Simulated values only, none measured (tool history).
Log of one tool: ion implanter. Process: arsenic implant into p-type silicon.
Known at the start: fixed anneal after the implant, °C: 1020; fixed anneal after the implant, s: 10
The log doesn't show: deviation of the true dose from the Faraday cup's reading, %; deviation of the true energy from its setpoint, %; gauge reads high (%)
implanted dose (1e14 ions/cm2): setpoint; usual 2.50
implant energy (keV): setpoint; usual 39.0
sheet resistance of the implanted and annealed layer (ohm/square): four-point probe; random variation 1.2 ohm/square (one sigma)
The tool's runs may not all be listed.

run,hour,implanted dose (1e14 ions/cm2),implant energy (keV),wafers since the last listed run,hours since the last dose calibration,hours since the extraction supply was calibrated,hours since the gauge calibration,"read-back reference wafer on the same gauge, sheet resistance",sheet resistance of the implanted and annealed layer (ohm/square)
1,0.0,2.78,39.0,0,1157.2,1460.5,1600.7,362.14,308.81
2,29.4,2.78,39.0,698,1186.6,1489.9,1630.1,361.80,308.27
3,62.5,2.78,39.0,786,1219.7,1523.0,1663.2,362.39,310.04
# hour 87.5: Faraday cup replaced and dose calibrated
4,123.5,2.93,39.0,1259,36.0,1584.0,1724.2,362.12,287.27
5,151.8,2.93,39.0,672,64.3,1612.3,1752.5,361.88,287.16
6,219.2,2.93,39.0,1601,131.7,1679.7,1819.9,361.73,288.88
7,277.7,2.92,39.0,1390,190.2,1738.2,1878.4,361.98,290.99
8,335.1,2.92,39.0,1364,247.6,1795.6,1935.8,361.82,291.75
9,384.5,2.22,39.0,1173,297.0,1845.0,1985.2,362.09,358.05
10,438.8,2.50,39.0,1290,351.3,1899.3,2039.5,361.77,329.40
11,648.5,2.50,39.0,4983,561.0,2109.0,2249.2,362.69,333.17
12,708.7,2.50,39.0,1430,621.2,2169.2,2309.4,361.83,332.26
# hour 744.8: extraction supply calibrated
13,846.9,2.50,39.0,3094,759.4,102.1,2447.6,362.35,332.40
14,897.7,2.50,39.0,1207,810.2,152.9,2498.4,362.36,331.72
15,932.4,3.02,39.0,824,844.9,187.6,2533.1,361.39,290.19
16,966.3,2.50,39.0,805,878.8,221.5,2567.0,361.44,335.93
17,999.1,2.72,29.5,779,911.6,254.3,2599.8,362.37,327.75
18,1038.6,3.02,29.5,938,951.1,293.8,2639.3,361.77,303.34
19,1071.1,2.50,39.0,772,983.6,326.3,2671.8,361.33,334.93
20,1119.7,2.50,31.0,1154,1032.2,374.9,2720.4,362.23,342.49
# hour 1126.3: gauge calibrated
21,1177.3,2.99,28.5,1368,1089.8,432.5,51.0,361.28,307.12
22,1238.7,2.02,39.0,1459,1151.2,493.9,112.4,362.00,389.44
# hour 1288.5: Faraday cup replaced and dose calibrated
23,1289.0,2.50,39.0,1005,0.5,544.2,162.7,362.12,322.96
24,1353.7,2.50,44.0,1537,65.2,608.9,227.4,362.41,319.72
25,1395.1,2.85,28.5,983,106.6,650.3,268.8,361.65,311.49
26,1464.0,2.16,28.0,1637,175.5,719.2,337.7,362.19,382.78
27,1504.2,1.82,46.0,955,215.7,759.4,377.9,361.65,399.70
28,1551.3,2.07,50.5,1119,262.8,806.5,425.0,361.66,363.53
29,1593.4,2.77,26.0,1000,304.9,848.6,467.1,362.29,324.44
30,1640.7,2.50,29.0,1124,352.2,895.9,514.4,362.20,345.24
31,1671.6,1.98,27.5,734,383.1,926.8,545.3,362.15,410.49
32,1727.0,2.89,49.5,1316,438.5,982.2,600.7,361.83,287.47
33,1789.5,2.99,51.5,1485,501.0,1044.7,663.2,362.03,277.58
34,1831.1,2.00,39.0,988,542.6,1086.3,704.8,362.51,389.99
35,1877.7,2.50,32.0,1107,589.2,1132.9,751.4,361.95,343.58
36,2007.6,2.50,39.0,3086,719.1,1262.8,881.3,362.22,333.03
37,2045.5,1.93,31.0,900,757.0,1300.7,919.2,361.96,415.34
38,2129.3,2.29,48.5,1991,840.8,1384.5,1003.0,361.74,344.03

Some steps in sheet resistance of the implanted and annealed layer (ohm/square) between neighbouring runs. How much of each would the tool show without its hidden state too (settings, what came in, random variation), and how much is left for the hidden state, with any gauge scatter that isn't in both results?
Run 3 -> 4: implanted dose (1e14 ions/cm2) 2.78 -> 2.93, Faraday cup replaced and dose calibrated. sheet resistance of the implanted and annealed layer (ohm/square) -22.77: hidden state -11.13, all else -11.64.
Run 21 -> 22: implanted dose (1e14 ions/cm2) 2.99 -> 2.02, implant energy (keV) 28.5 -> 39.0. sheet resistance of the implanted and annealed layer (ohm/square) +82.32: hidden state +2.65, all else +79.67.
Run 22 -> 23: implanted dose (1e14 ions/cm2) 2.02 -> 2.50, Faraday cup replaced and dose calibrated. sheet resistance of the implanted and annealed layer (ohm/square) -66.48: hidden state -13.24, all else -53.24.
Run 31 -> 32: implanted dose (1e14 ions/cm2) 1.98 -> 2.89, implant energy (keV) 27.5 -> 49.5. sheet resistance of the implanted and annealed layer (ohm/square) -123.02: hidden state -2.52, all else -120.50.
Run 33 -> 34: implanted dose (1e14 ions/cm2) 2.99 -> 2.00, implant energy (keV) 51.5 -> 39.0. sheet resistance of the implanted and annealed layer (ohm/square) +112.41: hidden state +3.41, all else +109.00.
